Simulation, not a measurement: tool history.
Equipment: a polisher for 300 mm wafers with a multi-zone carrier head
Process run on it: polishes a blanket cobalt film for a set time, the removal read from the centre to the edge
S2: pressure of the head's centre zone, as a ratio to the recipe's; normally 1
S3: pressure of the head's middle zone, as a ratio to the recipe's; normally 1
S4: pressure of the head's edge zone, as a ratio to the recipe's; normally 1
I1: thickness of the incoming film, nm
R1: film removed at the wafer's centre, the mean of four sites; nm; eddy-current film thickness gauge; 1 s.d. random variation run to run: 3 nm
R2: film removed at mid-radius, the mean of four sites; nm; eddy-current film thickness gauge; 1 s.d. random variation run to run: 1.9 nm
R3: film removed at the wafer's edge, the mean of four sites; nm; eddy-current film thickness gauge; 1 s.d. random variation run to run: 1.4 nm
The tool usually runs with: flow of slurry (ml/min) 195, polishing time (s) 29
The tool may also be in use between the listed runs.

Run 1, hour 0: usual settings but flow of slurry (ml/min) 235, S4 1.08, polishing time (s) 33; I1 621.3. Result: R1 249.5 nm, R2 245.8 nm, R3 248.1 nm.
At hour 22.9: edge zone pressure recalibrated.
Run 2, hour 67: usual settings but flow of slurry (ml/min) 230, S4 0.91, polishing time (s) 22; I1 636.5. Result: R1 162.7 nm, R2 160.3 nm, R3 152.4 nm.
At hour 74: centre zone pressure recalibrated.
At hour 97: worn pad replaced by a new one.
Run 3, hour 120.9: usual settings; I1 630.1. Result: R1 208.6 nm, R2 206.1 nm, R3 203.7 nm.
Run 4, hour 183.3: usual settings; I1 626.3. Result: R1 205.2 nm, R2 208.1 nm, R3 204.1 nm.
Run 5, hour 217.9: usual settings but S2 1.08, S4 1.08; I1 629.8. Result: R1 220.2 nm, R2 203 nm, R3 213.5 nm.
Run 6, hour 245.1: usual settings but S2 0.9, S3 1.1, polishing time (s) 38; I1 632.2. Result: R1 244.7 nm, R2 288.9 nm, R3 267.8 nm.
Run 7, hour 300.4: usual settings but S2 1.11; I1 641.4. Result: R1 230.2 nm, R2 202.6 nm, R3 203.2 nm.
Run 8, hour 353: usual settings but S2 1.08, S3 1.03; I1 621.1. Result: R1 220.5 nm, R2 209 nm, R3 203.1 nm.
Run 9, hour 379.4: usual settings but flow of slurry (ml/min) 215, S2 0.88, S4 0.89; I1 627.9. Result: R1 190.1 nm, R2 207.4 nm, R3 196.4 nm.
At hour 411.6: slurry nozzle cleaned.
At hour 473.4: centre zone pressure recalibrated.
At hour 481: worn pad replaced by a new one.
Run 10, hour 560: usual settings but flow of slurry (ml/min) 245, S2 0.9, S3 1.04, polishing time (s) 37; I1 635.4. Result: R1 259.2 nm, R2 285.3 nm, R3 267.8 nm.
Run 11, hour 600.3: usual settings but flow of slurry (ml/min) 225, S2 0.91, polishing time (s) 32; I1 632.5. Result: R1 217.4 nm, R2 236.1 nm, R3 232.6 nm.
Run 12, hour 659: usual settings but S3 0.91, S4 0.89; I1 633.1. Result: R1 204.3 nm, R2 188.5 nm, R3 193.5 nm.
Run 13, hour 730.8: usual settings but S4 1.03; I1 633.3. Result: R1 210.6 nm, R2 202.9 nm, R3 205.6 nm.
Run 14, hour 761.2: usual settings; I1 629.9. Result: R1 209.5 nm, R2 205.9 nm, R3 204.7 nm.
Run 15, hour 800.3: usual settings but flow of slurry (ml/min) 135, S2 0.91, S3 1.04, polishing time (s) 25; I1 630.6. Result: R1 147.8 nm, R2 165.1 nm, R3 163.7 nm.
Run 16, hour 837.9: usual settings but flow of slurry (ml/min) 170, S3 0.9, polishing time (s) 23; I1 617.9. Result: R1 160.5 nm, R2 141.9 nm, R3 157.2 nm.
At hour 842.5: edge zone pressure recalibrated.
At hour 860.1: slurry nozzle cleaned.
At hour 891.4: worn pad replaced by a new one.
Run 17, hour 893.6: usual settings but S4 0.96; I1 639.3. Result: R1 214.5 nm, R2 210.8 nm, R3 204.6 nm.
Run 18, hour 926.2: usual settings but S4 1.03; I1 638.6. Result: R1 216.2 nm, R2 209.8 nm, R3 213.8 nm.
At hour 936.1: centre zone pressure recalibrated.
Run 19, hour 983.9: usual settings; I1 642.1. Result: R1 211.6 nm, R2 209.4 nm, R3 205.5 nm.
Run 20, hour 1023.9: usual settings; I1 625.5. Result: R1 210.9 nm, R2 203.3 nm, R3 207.9 nm.
Run 21, hour 1051.6: usual settings but S2 1.11; I1 625.8. Result: R1 223 nm, R2 204.2 nm, R3 202.3 nm.

Below are 5 alternative next runs, each starting from the tool's condition after run 21. Predict each:
Run A, hour 1052: usual settings but polishing time (s) 20; I1 631.6. Result: R1 ?, R2 ?, R3 ?.
Run B, hour 1052: usual settings but flow of slurry (ml/min) 240, S2 1.05; I1 631.6. Result: R1 ?, R2 ?, R3 ?.
Run C, hour 1052: usual settings but flow of slurry (ml/min) 165; I1 631.6. Result: R1 ?, R2 ?, R3 ?.
Run D, hour 1052: usual settings but flow of slurry (ml/min) 255, polishing time (s) 25; I1 631.6. Result: R1 ?, R2 ?, R3 ?.
Run E, hour 1052: usual settings but S2 1.07, polishing time (s) 21; I1 631.6. Result: R1 ?, R2 ?, R3 ?.

run     R1     R2     R3
  A  143.6  142.3  141.6
  B  226.2  214.1  210.9
  C  199.8    199    200
  D  189.2  186.4  183.1
  E  159.6  149.4  148.6
Stripped of hidden state, with their random variation kept, the same runs would have yielded:
run     R1     R2     R3
  A  151.2  148.9  146.3
  B  235.7  222.2  216.8
  C  212.4    210  207.9
  D  196.7    193  187.9
  E    168  156.3  153.7
